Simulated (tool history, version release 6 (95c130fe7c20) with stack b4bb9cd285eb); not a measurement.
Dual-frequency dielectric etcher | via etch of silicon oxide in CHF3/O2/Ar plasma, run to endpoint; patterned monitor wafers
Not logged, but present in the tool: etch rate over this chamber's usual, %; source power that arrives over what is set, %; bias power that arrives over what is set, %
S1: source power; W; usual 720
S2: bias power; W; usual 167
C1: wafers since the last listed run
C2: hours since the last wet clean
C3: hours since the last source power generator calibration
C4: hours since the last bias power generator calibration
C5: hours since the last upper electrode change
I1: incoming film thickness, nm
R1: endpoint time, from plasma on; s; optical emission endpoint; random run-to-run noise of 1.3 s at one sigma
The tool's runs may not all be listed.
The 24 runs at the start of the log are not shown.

run	hour	S1	S2	C1	C2	C3	C4	C5	I1	R1
25	616.4	720	167	86	83.3	152.6	105.5	153.3	790.5	375.6
26	652.1	720	167	221	119.0	188.3	141.2	189.0	788.5	378.2
27	665.3	860	167	82	132.2	201.5	154.4	202.2	782.4	342.9
28	699.9	830	204	215	166.8	236.1	189.0	236.8	789.2	331.3
29	731.9	720	150	198	198.8	268.1	221.0	268.8	784.5	390.9
30	766.6	720	167	215	233.5	302.8	255.7	303.5	779.7	375.8
31	779.4	720	167	79	246.3	315.6	268.5	316.3	777.8	374.7
32	813.7	600	156	213	280.6	349.9	302.8	350.6	781.7	422.8
33	838.2	670	136	152	305.1	374.4	327.3	375.1	784.7	419.1
34	857.7	890	167	121	324.6	393.9	346.8	394.6	784.0	343.1

Here are 5 independent what-if runs from the current tool condition. What would each one return?
A	858.2	720	167	3	325.1	394.4	347.3	395.1	781.2	?
B	858.2	610	197	3	325.1	394.4	347.3	395.1	781.2	?
C	858.2	830	140	3	325.1	394.4	347.3	395.1	781.2	?
D	858.2	900	167	3	325.1	394.4	347.3	395.1	781.2	?
E	858.2	870	135	3	325.1	394.4	347.3	395.1	781.2	?

run	R1
A	377.1
B	385.6
C	373.9
D	340.1
E	370.1
Stripped of hidden state, with their random variation kept, the same runs would have yielded:
run	R1
A	369.8
B	378.2
C	366.7
D	333.5
E	363.0

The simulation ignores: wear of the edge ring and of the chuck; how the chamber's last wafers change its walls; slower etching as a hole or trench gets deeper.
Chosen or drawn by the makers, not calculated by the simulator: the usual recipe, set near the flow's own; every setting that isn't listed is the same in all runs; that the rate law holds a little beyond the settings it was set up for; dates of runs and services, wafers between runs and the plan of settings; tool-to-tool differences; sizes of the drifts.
